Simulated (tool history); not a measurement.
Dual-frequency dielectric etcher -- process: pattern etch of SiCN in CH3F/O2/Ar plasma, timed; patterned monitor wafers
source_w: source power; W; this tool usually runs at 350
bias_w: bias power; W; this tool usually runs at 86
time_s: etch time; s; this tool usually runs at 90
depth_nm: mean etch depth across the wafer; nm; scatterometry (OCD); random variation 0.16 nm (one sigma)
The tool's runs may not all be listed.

run	day	source_w	bias_w	time_s	read-back reference wafer on the same gauge, depth_nm	depth_nm
1	0	350	86	109.5	43.42	45.48
# day 3.442: wet clean of the chamber
2	3.462	350	86	109.5	43.34	45.16
3	5.988	350	86	90	43.3	37.46
4	9.171	350	86	90	43.29	36.97
5	11.675	350	86	90	43.22	37.27
6	13.462	350	86	90	43.16	36.98
7	16.183	350	86	90	43.1	36.78
# day 22.904: wet clean of the chamber
8	29.121	350	86	90	42.79	36.71
9	31.575	350	86	90	42.73	36.92
10	35.938	350	86	90	42.58	36.45
11	38.504	350	86	90	42.48	36.54
# day 39.642: upper electrode replaced
# day 40.929: bias power generator calibrated
# day 41.129: source power generator calibrated
12	41.15	350	86	83.5	42.4	33.72
13	43.446	350	86	83.5	42.28	33.61
# day 45.65: wet clean of the chamber
14	47.467	350	86	83.5	42.14	33.43
# day 51.408: gauge calibrated
15	51.642	350	86	69.5	43.47	28.71
16	55.021	260	107	106	43.39	39.84
17	58.862	350	86	90	43.47	37.19
18	61.2	350	77	90	43.43	36.43
# day 63.929: wet clean of the chamber
19	63.962	290	101	90	43.39	35.22
20	65.629	390	69	71.5	43.36	29.34
21	68.954	350	86	90	43.34	37.02
22	72.879	430	86	90	43.31	41.05

For run 23, what comes out?
23	75.204	350	86	90	?	?

{"run 23": {"read-back reference wafer on the same gauge, depth_nm": 43.27, "depth_nm": 37.14}}
Take away the tool's hidden state, keep the run-to-run variation as it was, and the same run would have given depth_nm 37.24 nm.
